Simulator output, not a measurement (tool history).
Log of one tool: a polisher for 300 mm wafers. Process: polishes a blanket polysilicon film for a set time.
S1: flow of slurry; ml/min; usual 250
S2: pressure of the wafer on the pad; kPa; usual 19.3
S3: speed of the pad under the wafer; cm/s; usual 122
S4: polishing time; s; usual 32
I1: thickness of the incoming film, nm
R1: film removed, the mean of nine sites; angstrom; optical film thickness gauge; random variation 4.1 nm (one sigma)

run	day	S1	S2	S3	S4	I1	R1
1	0.000	250	15.2	122	32	1259.7	2662
# day 2.975: head pressure recalibrated
2	3.971	250	15.2	122	32	1272.3	2718
# day 4.650: worn pad replaced by a new one
3	8.238	250	15.2	122	32	1276.9	2714
4	11.442	290	20.7	122	32	1289.9	3541
# day 12.775: worn pad replaced by a new one
5	14.896	250	19.3	122	32	1244.8	3211
6	17.062	250	19.3	106	32	1241.9	2981
7	20.058	250	19.3	122	32	1273.5	3232
# day 20.500: slurry nozzle cleaned
# day 20.504: worn pad replaced by a new one
# day 22.325: head pressure recalibrated
8	23.667	250	24.8	140	32	1257.6	4510
9	27.362	250	19.3	122	32	1272.3	3264
# day 28.033: worn pad replaced by a new one
10	28.917	250	15.9	146	32	1266.1	3202
11	30.579	320	19.3	136	42	1255.3	4688
12	33.229	250	19.3	156	22	1255.1	2703
# day 35.362: worn pad replaced by a new one
13	36.875	165	19.3	148	32	1278.5	3529
14	39.075	190	12.4	144	29	1283.5	2272
15	42.171	250	24.8	140	32	1255.2	4345

4 ways to go on from here, each from the tool as it stands after run 15. What would each give?
A	42.188	250	19.3	122	32	1252.3	?
B	42.188	185	19.3	122	32	1252.3	?
C	42.188	250	19.3	86	32	1252.3	?
D	42.188	305	14.5	132	37	1252.3	?

run	R1
A	3281
B	3144
C	2629
D	3281
Without the tool's hidden state the same runs would have given:
run	R1
A	3281
B	3144
C	2629
D	3281
